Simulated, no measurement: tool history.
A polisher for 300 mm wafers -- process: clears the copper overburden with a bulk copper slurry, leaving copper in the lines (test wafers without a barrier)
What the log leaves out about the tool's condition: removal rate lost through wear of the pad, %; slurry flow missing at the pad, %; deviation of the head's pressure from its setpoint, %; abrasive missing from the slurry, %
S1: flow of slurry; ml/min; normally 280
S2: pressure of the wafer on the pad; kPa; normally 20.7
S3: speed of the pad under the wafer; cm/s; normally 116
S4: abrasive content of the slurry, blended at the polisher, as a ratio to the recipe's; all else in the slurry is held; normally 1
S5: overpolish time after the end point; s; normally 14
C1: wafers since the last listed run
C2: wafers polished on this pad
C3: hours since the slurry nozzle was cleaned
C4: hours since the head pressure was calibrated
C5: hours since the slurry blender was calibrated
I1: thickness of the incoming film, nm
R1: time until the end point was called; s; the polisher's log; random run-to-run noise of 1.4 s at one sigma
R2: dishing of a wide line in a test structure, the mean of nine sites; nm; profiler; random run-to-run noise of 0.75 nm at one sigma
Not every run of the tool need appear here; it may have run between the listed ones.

{"run": 1, "hour": 0.0, "S1": 280, "S2": 20.7, "S3": 86, "S4": 1, "S5": 14, "C1": 0, "C2": 3581, "C3": 591.4, "C4": 257, "C5": 642.1, "I1": 1006.2, "R1": 134.5, "R2": 34.9}
{"run": 2, "hour": 88.9, "S1": 280, "S2": 20.7, "S3": 116, "S4": 1, "S5": 14, "C1": 760, "C2": 4342, "C3": 680.3, "C4": 345.9, "C5": 731, "I1": 992, "R1": 106.7, "R2": 35.9}
{"hour": 102.5, "done": "slurry blender recalibrated"}
{"hour": 182.0, "done": "worn pad replaced by a new one"}
{"run": 3, "hour": 189.0, "S1": 280, "S2": 20.7, "S3": 116, "S4": 1, "S5": 14, "C1": 805, "C2": 59, "C3": 780.4, "C4": 446, "C5": 86.5, "I1": 996.4, "R1": 106.5, "R2": 36.2}
{"hour": 310.7, "done": "slurry nozzle cleaned"}
{"run": 4, "hour": 322.3, "S1": 280, "S2": 20.7, "S3": 116, "S4": 1, "S5": 14, "C1": 1132, "C2": 1191, "C3": 11.6, "C4": 579.3, "C5": 219.8, "I1": 1004.9, "R1": 106.3, "R2": 36.3}
{"run": 5, "hour": 429.3, "S1": 280, "S2": 22.8, "S3": 116, "S4": 1, "S5": 14, "C1": 915, "C2": 2107, "C3": 118.6, "C4": 686.3, "C5": 326.8, "I1": 986.8, "R1": 95, "R2": 37.2}
{"hour": 463.8, "done": "head pressure recalibrated"}
{"run": 6, "hour": 516.3, "S1": 280, "S2": 20.7, "S3": 116, "S4": 1, "S5": 14, "C1": 727, "C2": 2834, "C3": 205.6, "C4": 52.5, "C5": 413.8, "I1": 991.8, "R1": 104.8, "R2": 35.8}
{"run": 7, "hour": 600.5, "S1": 280, "S2": 20.7, "S3": 116, "S4": 1, "S5": 14, "C1": 720, "C2": 3555, "C3": 289.8, "C4": 136.7, "C5": 498, "I1": 993.5, "R1": 105.8, "R2": 35.8}
{"run": 8, "hour": 648.8, "S1": 280, "S2": 27.6, "S3": 116, "S4": 1, "S5": 19, "C1": 413, "C2": 3968, "C3": 338.1, "C4": 185, "C5": 546.3, "I1": 998.2, "R1": 80.4, "R2": 38.3}
{"run": 9, "hour": 697.1, "S1": 195, "S2": 24.1, "S3": 146, "S4": 1.1, "S5": 14, "C1": 413, "C2": 4381, "C3": 386.4, "C4": 233.3, "C5": 594.6, "I1": 983, "R1": 77.4, "R2": 39}
{"hour": 731.9, "done": "slurry blender recalibrated"}
{"hour": 761.8, "done": "worn pad replaced by a new one"}
{"run": 10, "hour": 762.3, "S1": 320, "S2": 20.7, "S3": 116, "S4": 0.9, "S5": 16, "C1": 506, "C2": 3, "C3": 451.6, "C4": 298.5, "C5": 30.4, "I1": 986.7, "R1": 108.3, "R2": 36.2}
{"run": 11, "hour": 856.8, "S1": 280, "S2": 24.8, "S3": 78, "S4": 1, "S5": 20, "C1": 808, "C2": 812, "C3": 546.1, "C4": 393, "C5": 124.9, "I1": 996.2, "R1": 120.2, "R2": 37.1}
{"run": 12, "hour": 971.2, "S1": 280, "S2": 24.1, "S3": 84, "S4": 1, "S5": 14, "C1": 978, "C2": 1791, "C3": 660.5, "C4": 507.4, "C5": 239.3, "I1": 990.6, "R1": 119.5, "R2": 36.3}
{"run": 13, "hour": 1018.5, "S1": 280, "S2": 20.7, "S3": 116, "S4": 1, "S5": 14, "C1": 404, "C2": 2196, "C3": 707.8, "C4": 554.7, "C5": 286.6, "I1": 995.2, "R1": 106.3, "R2": 36.1}
{"run": 14, "hour": 1091.4, "S1": 280, "S2": 20.7, "S3": 116, "S4": 1, "S5": 10, "C1": 623, "C2": 2820, "C3": 780.7, "C4": 627.6, "C5": 359.5, "I1": 999.5, "R1": 107.6, "R2": 32.3}
{"hour": 1099.1, "done": "head pressure recalibrated"}
{"run": 15, "hour": 1137.9, "S1": 280, "S2": 20.7, "S3": 116, "S4": 0.85, "S5": 14, "C1": 380, "C2": 3200, "C3": 827.2, "C4": 38.8, "C5": 406, "I1": 983.7, "R1": 110.1, "R2": 35.8}
{"run": 16, "hour": 1195.2, "S1": 185, "S2": 20.7, "S3": 116, "S4": 1, "S5": 8, "C1": 490, "C2": 3691, "C3": 884.5, "C4": 96.1, "C5": 463.3, "I1": 996.3, "R1": 112.4, "R2": 28.8}
{"hour": 1199.4, "done": "slurry nozzle cleaned"}
{"run": 17, "hour": 1245.7, "S1": 235, "S2": 20.7, "S3": 116, "S4": 1, "S5": 10, "C1": 423, "C2": 4114, "C3": 46.3, "C4": 146.6, "C5": 513.8, "I1": 979.6, "R1": 107, "R2": 32.2}
{"hour": 1316.1, "done": "slurry blender recalibrated"}
{"run": 18, "hour": 1339.4, "S1": 280, "S2": 20.7, "S3": 116, "S4": 1, "S5": 14, "C1": 784, "C2": 4899, "C3": 140, "C4": 240.3, "C5": 23.3, "I1": 977.6, "R1": 103.4, "R2": 35.7}
{"hour": 1358.6, "done": "worn pad replaced by a new one"}
{"run": 19, "hour": 1428.7, "S1": 280, "S2": 20.7, "S3": 116, "S4": 1, "S5": 14, "C1": 729, "C2": 599, "C3": 229.3, "C4": 329.6, "C5": 112.6, "I1": 987.1, "R1": 105.2, "R2": 34.9}
{"run": 20, "hour": 1470.7, "S1": 280, "S2": 25.5, "S3": 134, "S4": 1, "S5": 6, "C1": 359, "C2": 959, "C3": 271.3, "C4": 371.6, "C5": 154.6, "I1": 979.9, "R1": 76.4, "R2": 31.7}
{"run": 21, "hour": 1564.5, "S1": 280, "S2": 20.7, "S3": 138, "S4": 1.1, "S5": 9, "C1": 802, "C2": 1761, "C3": 365.1, "C4": 465.4, "C5": 248.4, "I1": 983.8, "R1": 90.2, "R2": 33.2}
{"run": 22, "hour": 1647.5, "S1": 280, "S2": 20.7, "S3": 116, "S4": 1, "S5": 14, "C1": 710, "C2": 2472, "C3": 448.1, "C4": 548.4, "C5": 331.4, "I1": 995.2, "R1": 109.2, "R2": 36.4}
{"hour": 1659.8, "done": "head pressure recalibrated"}
{"run": 23, "hour": 1751.1, "S1": 280, "S2": 20.7, "S3": 116, "S4": 1, "S5": 14, "C1": 869, "C2": 3341, "C3": 551.7, "C4": 91.3, "C5": 435, "I1": 1003.9, "R1": 108.2, "R2": 35.2}
{"run": 24, "hour": 1844.7, "S1": 280, "S2": 25.5, "S3": 96, "S4": 1, "S5": 14, "C1": 800, "C2": 4142, "C3": 645.3, "C4": 184.9, "C5": 528.6, "I1": 991.6, "R1": 100.8, "R2": 38.1}
{"hour": 1961.7, "done": "slurry blender recalibrated"}
{"hour": 1974.5, "done": "worn pad replaced by a new one"}
{"run": 25, "hour": 2079.5, "S1": 280, "S2": 27.6, "S3": 116, "S4": 1, "S5": 19, "C1": 1957, "C2": 898, "C3": 880.1, "C4": 419.7, "C5": 117.8, "I1": 986.1, "R1": 79.7, "R2": 39}
{"run": 26, "hour": 2166.7, "S1": 280, "S2": 16.5, "S3": 116, "S4": 1.3, "S5": 14, "C1": 746, "C2": 1644, "C3": 967.3, "C4": 506.9, "C5": 205, "I1": 974.3, "R1": 124.5, "R2": 33.6}
{"hour": 2174.7, "done": "slurry nozzle cleaned"}
{"run": 27, "hour": 2224.6, "S1": 200, "S2": 20.7, "S3": 144, "S4": 1, "S5": 14, "C1": 486, "C2": 2131, "C3": 49.9, "C4": 564.8, "C5": 262.9, "I1": 980.3, "R1": 92.5, "R2": 35.3}

Each row is a separate what-if for the run after 27, all from the same tool condition, not one after another. Results?
{"run": "A", "hour": 2225.0, "S1": 280, "S2": 20.7, "S3": 116, "S4": 1, "S5": 14, "C1": 3, "C2": 2134, "C3": 50.3, "C4": 565.2, "C5": 263.3, "I1": 1000.9, "R1": "?", "R2": "?"}
{"run": "B", "hour": 2225.0, "S1": 205, "S2": 25.5, "S3": 116, "S4": 0.9, "S5": 19, "C1": 3, "C2": 2134, "C3": 50.3, "C4": 565.2, "C5": 263.3, "I1": 1000.9, "R1": "?", "R2": "?"}
{"run": "C", "hour": 2225.0, "S1": 280, "S2": 18.6, "S3": 116, "S4": 1, "S5": 18, "C1": 3, "C2": 2134, "C3": 50.3, "C4": 565.2, "C5": 263.3, "I1": 1000.9, "R1": "?", "R2": "?"}
{"run": "D", "hour": 2225.0, "S1": 280, "S2": 20.7, "S3": 116, "S4": 1.3, "S5": 14, "C1": 3, "C2": 2134, "C3": 50.3, "C4": 565.2, "C5": 263.3, "I1": 1000.9, "R1": "?", "R2": "?"}
{"run": "E", "hour": 2225.0, "S1": 190, "S2": 26.9, "S3": 116, "S4": 0.85, "S5": 14, "C1": 3, "C2": 2134, "C3": 50.3, "C4": 565.2, "C5": 263.3, "I1": 1000.9, "R1": "?", "R2": "?"}

run=A R1=106.4 R2=35.7
run=B R1=92.1 R2=38.9
run=C R1=118.2 R2=36.1
run=D R1=99.9 R2=36.2
run=E R1=89.6 R2=38
The same runs, with their run-to-run variation unchanged, on a tool lacking any hidden condition would have given:
run=A R1=106.4 R2=35.7
run=B R1=92.1 R2=38.9
run=C R1=118.2 R2=36.1
run=D R1=99.9 R2=36.2
run=E R1=89.6 R2=38

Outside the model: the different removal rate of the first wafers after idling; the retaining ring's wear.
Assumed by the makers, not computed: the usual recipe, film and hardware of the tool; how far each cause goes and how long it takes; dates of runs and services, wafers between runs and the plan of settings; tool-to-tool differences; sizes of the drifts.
